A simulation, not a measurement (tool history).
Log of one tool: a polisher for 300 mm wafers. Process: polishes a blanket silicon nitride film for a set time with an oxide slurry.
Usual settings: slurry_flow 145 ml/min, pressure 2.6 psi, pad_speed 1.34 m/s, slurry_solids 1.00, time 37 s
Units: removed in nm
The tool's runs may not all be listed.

run	day	slurry_flow	pressure	pad_speed	slurry_solids	time	incoming thickness of the incoming film, nm	removed
1	0.000	145	2.6	1.34	1.00	37	600.0	16.7
# day 0.833: worn pad replaced by a new one
# day 0.896: head pressure recalibrated
2	0.917	145	2.6	1.34	1.00	37	607.3	19.0
3	1.062	145	2.6	1.34	0.80	37	611.4	18.1
4	1.688	145	2.6	1.34	0.80	37	619.0	17.9
5	1.962	145	2.6	1.34	0.80	37	609.3	17.9
6	2.567	145	2.6	1.64	1.00	37	600.8	21.5
7	2.946	145	2.6	1.48	1.00	37	618.9	19.8
8	3.208	145	3.2	1.34	1.00	37	610.4	23.4
# day 3.475: slurry nozzle cleaned
9	3.575	145	2.6	1.34	1.00	46	610.2	26.5
# day 4.158: worn pad replaced by a new one
10	4.288	145	2.6	1.34	1.25	37	604.4	21.8
11	4.575	145	1.9	1.10	1.00	43	617.0	15.2
# day 5.121: slurry blender recalibrated
12	5.254	145	2.6	1.34	0.80	37	609.0	19.1
# day 5.662: conditioning disc replaced and pad reconditioned
13	5.683	145	3.1	1.34	0.85	37	604.4	23.2
14	6.104	120	2.6	1.10	0.75	37	605.1	15.3
15	6.492	145	3.2	1.16	1.00	37	610.7	22.1
# day 6.933: worn pad replaced by a new one
16	6.954	145	2.6	1.34	1.25	37	605.1	20.7
17	7.242	145	2.6	1.46	0.85	41	618.0	22.9
18	7.525	145	2.6	1.34	1.00	42	608.3	22.5
19	7.867	145	2.6	1.08	1.10	37	601.9	16.6
20	8.350	145	3.5	1.34	1.25	37	606.2	27.9
21	9.029	145	2.6	1.34	1.00	37	608.7	19.7
22	9.608	110	2.6	1.54	1.00	46	610.0	24.8
# day 10.129: worn pad replaced by a new one
23	10.150	120	2.2	1.34	1.25	37	610.7	16.4
24	10.488	145	3.1	1.34	0.85	37	614.1	21.7
25	10.958	145	2.6	0.94	1.00	37	608.3	14.3
26	11.412	145	2.6	1.34	1.00	43	618.5	22.2
27	11.762	145	2.6	1.34	1.00	37	603.5	18.7

3 ways to go on from here, each from the tool as it stands after run 27. What would each give?
A	11.779	145	2.6	1.34	1.00	37	609.6	?
B	11.779	110	3.1	1.34	1.00	37	609.6	?
C	11.779	145	3.0	1.34	1.00	37	609.6	?

run	removed
A	19.2
B	21.1
C	22.2
Without the tool's hidden state the same runs would have given:
run	removed
A	22.1
B	24.8
C	25.5
